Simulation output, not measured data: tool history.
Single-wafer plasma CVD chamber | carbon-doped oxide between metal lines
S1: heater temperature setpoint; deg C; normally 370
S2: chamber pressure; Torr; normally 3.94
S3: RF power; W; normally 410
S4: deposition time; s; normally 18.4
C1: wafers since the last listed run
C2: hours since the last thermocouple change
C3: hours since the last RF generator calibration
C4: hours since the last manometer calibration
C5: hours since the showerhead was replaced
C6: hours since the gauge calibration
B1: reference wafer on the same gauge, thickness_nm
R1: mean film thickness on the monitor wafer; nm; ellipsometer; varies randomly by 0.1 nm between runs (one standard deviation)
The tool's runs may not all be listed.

run 1 hour=0 | S1=366 S2=3.94 S3=410 S4=18.4 | C1=0 C2=2089.3 C3=969.9 C4=1185.7 C5=5383.8 C6=551.3 | B1=72.473 | R1=67.086
run 2 hour=12.7 | S1=370 S2=3.94 S3=410 S4=18.4 | C1=277 C2=2102 C3=982.6 C4=1198.4 C5=5396.5 C6=564 | B1=72.499 | R1=66.522
run 3 hour=46.8 | S1=370 S2=3.94 S3=410 S4=18.4 | C1=745 C2=2136.1 C3=1016.7 C4=1232.5 C5=5430.6 C6=598.1 | B1=72.49 | R1=66.484
run 4 hour=67.1 | S1=366 S2=3.94 S3=430 S4=18.4 | C1=443 C2=2156.4 C3=1037 C4=1252.8 C5=5450.9 C6=618.4 | B1=72.5 | R1=69.611
run 5 hour=79.2 | S1=366 S2=3.94 S3=430 S4=18.4 | C1=264 C2=2168.5 C3=1049.1 C4=1264.9 C5=5463 C6=630.5 | B1=72.549 | R1=69.398
run 6 hour=92.8 | S1=366 S2=3.94 S3=430 S4=18.4 | C1=297 C2=2182.1 C3=1062.7 C4=1278.5 C5=5476.6 C6=644.1 | B1=72.477 | R1=69.42
run 7 hour=105.4 | S1=370 S2=3.94 S3=410 S4=18.4 | C1=275 C2=2194.7 C3=1075.3 C4=1291.1 C5=5489.2 C6=656.7 | B1=72.459 | R1=66.544
run 8 hour=141.2 | S1=370 S2=3.94 S3=410 S4=18.4 | C1=782 C2=2230.5 C3=1111.1 C4=1326.9 C5=5525 C6=692.5 | B1=72.479 | R1=66.418
run 9 hour=176.3 | S1=370 S2=3.94 S3=410 S4=18.4 | C1=767 C2=2265.6 C3=1146.2 C4=1362 C5=5560.1 C6=727.6 | B1=72.491 | R1=66.535
-- hour=191.7 showerhead replaced
-- hour=195.1 RF generator calibrated
run 10 hour=195.6 | S1=370 S2=3.94 S3=410 S4=18.4 | C1=172 C2=2284.9 C3=0.5 C4=1381.3 C5=3.9 C6=746.9 | B1=72.522 | R1=67.217
run 11 hour=225.1 | S1=370 S2=3.94 S3=410 S4=18.4 | C1=644 C2=2314.4 C3=30 C4=1410.8 C5=33.4 C6=776.4 | B1=72.505 | R1=67.185
run 12 hour=241.3 | S1=370 S2=3.94 S3=470 S4=18.4 | C1=354 C2=2330.6 C3=46.2 C4=1427 C5=49.6 C6=792.6 | B1=72.462 | R1=74.185
run 13 hour=265.8 | S1=366 S2=3.94 S3=430 S4=18.4 | C1=535 C2=2355.1 C3=70.7 C4=1451.5 C5=74.1 C6=817.1 | B1=72.519 | R1=70.334
-- hour=282.9 capacitance manometer re-zeroed and calibrated
run 14 hour=292 | S1=378 S2=3.15 S3=410 S4=18.4 | C1=397 C2=2381.3 C3=96.9 C4=9.1 C5=100.3 C6=843.3 | B1=72.482 | R1=64.528
run 15 hour=327.5 | S1=363 S2=3.94 S3=345 S4=18.4 | C1=776 C2=2416.8 C3=132.4 C4=44.6 C5=135.8 C6=878.8 | B1=72.523 | R1=59.749
run 16 hour=360.3 | S1=383 S2=3.25 S3=430 S4=20.9 | C1=717 C2=2449.6 C3=165.2 C4=77.4 C5=168.6 C6=911.6 | B1=72.485 | R1=75.277
-- hour=362.1 gauge calibrated
run 17 hour=396 | S1=359 S2=3.94 S3=355 S4=16.7 | C1=780 C2=2485.3 C3=200.9 C4=113.1 C5=204.3 C6=33.9 | B1=72.489 | R1=55.944
run 18 hour=413 | S1=370 S2=3.94 S3=410 S4=18.4 | C1=371 C2=2502.3 C3=217.9 C4=130.1 C5=221.3 C6=50.9 | B1=72.501 | R1=67.494
-- hour=437.6 thermocouple changed; heater temperature recalibrated
run 19 hour=438.1 | S1=370 S2=3.94 S3=410 S4=18.4 | C1=373 C2=0.5 C3=243 C4=155.2 C5=246.4 C6=76 | B1=72.518 | R1=67.238

Estimate the outcome of run 20 from the log above:
run 20 hour=462.9 | S1=370 S2=3.94 S3=410 S4=18.4 | C1=542 C2=25.3 C3=267.8 C4=180 C5=271.2 C6=100.8 | B1=? | R1=?

Run 20 gave B1 72.502, R1 67.209 nm.
On a tool with no hidden condition, and with the same random variation, this run would have come out at R1 68.004 nm.
